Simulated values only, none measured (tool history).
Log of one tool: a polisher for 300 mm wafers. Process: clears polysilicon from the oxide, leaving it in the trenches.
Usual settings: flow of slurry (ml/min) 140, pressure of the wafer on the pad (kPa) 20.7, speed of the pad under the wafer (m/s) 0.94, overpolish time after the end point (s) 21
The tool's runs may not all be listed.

run,hour,flow of slurry (ml/min),pressure of the wafer on the pad (kPa),speed of the pad under the wafer (m/s),overpolish time after the end point (s),wafers since the last listed run,wafers polished on this pad,hours since the slurry nozzle was cleaned,hours since the head pressure was calibrated,"incoming thickness of the incoming film, nm",time until the end point was called (s)
1,0.0,140,20.7,0.94,21,0,1167,314.1,937.3,398.0,27.2
# hour 23.6: worn pad replaced by a new one
2,29.5,140,20.7,0.94,21,284,66,343.6,966.8,399.7,26.5
3,60.0,140,20.7,1.04,21,340,406,374.1,997.3,408.5,25.5
4,73.0,140,20.7,1.04,21,145,551,387.1,1010.3,395.3,24.5
5,92.2,140,20.7,1.04,21,214,765,406.3,1029.5,400.4,25.4
6,113.8,140,20.7,0.94,21,240,1006,427.9,1051.1,401.7,27.8
# hour 138.5: worn pad replaced by a new one
7,139.0,140,20.7,0.94,21,236,5,453.1,1076.3,402.4,27.4
# hour 211.2: head pressure recalibrated
8,213.7,140,20.7,0.94,21,811,816,527.8,2.5,403.6,28.8
9,242.9,140,20.7,0.94,21,325,1142,557.0,31.7,400.0,28.8
# hour 251.3: worn pad replaced by a new one
# hour 276.8: slurry nozzle cleaned
10,277.4,140,15.9,0.94,21,329,280,0.6,66.2,396.4,31.8
11,299.3,140,15.9,0.94,21,244,524,22.5,88.1,399.5,33.0
12,315.3,140,18.6,0.94,21,178,702,38.5,104.1,396.2,28.1
13,344.0,140,20.7,0.94,25,320,1023,67.2,132.8,398.4,25.3
# hour 363.6: worn pad replaced by a new one
14,366.0,140,26.9,0.94,21,200,27,89.2,154.8,399.0,19.6
15,396.7,160,20.7,1.04,21,342,369,119.9,185.5,405.6,23.0
16,409.5,140,20.7,0.94,21,142,512,132.7,198.3,396.6,25.2
17,442.4,120,26.2,0.94,11,367,879,165.6,231.2,394.4,21.3
18,469.3,140,20.7,0.94,17,300,1179,192.5,258.1,398.8,26.7
# hour 494.7: worn pad replaced by a new one
19,495.2,140,27.6,0.94,21,244,6,218.4,284.0,397.9,19.0
20,504.2,140,26.9,0.94,26,100,106,227.4,293.0,395.8,20.0
21,534.9,140,20.7,0.94,16,342,448,258.1,323.7,397.0,25.6
22,564.0,140,20.7,0.94,15,324,773,287.2,352.8,407.5,27.6
23,598.9,140,20.7,0.94,21,389,1162,322.1,387.7,391.6,26.5
24,632.2,140,20.7,0.94,21,371,1534,355.4,421.0,402.7,28.4
# hour 642.3: worn pad replaced by a new one
25,646.5,140,20.7,0.94,34,114,47,369.7,435.3,401.4,26.9

4 ways to go on from here, each from the tool as it stands after run 25. What would each give?
A,646.9,105,20.7,0.94,21,4,51,370.1,435.7,398.7,?
B,646.9,140,13.8,0.84,15,4,51,370.1,435.7,398.7,?
C,646.9,140,22.8,0.94,21,4,51,370.1,435.7,398.7,?
D,646.9,155,20.7,0.94,21,4,51,370.1,435.7,398.7,?

run,time until the end point was called (s)
A,29.2
B,43.6
C,24.2
D,25.9
Without the tool's hidden state the same runs would have given:
run,time until the end point was called (s)
A,26.3
B,40.2
C,22.3
D,24.1
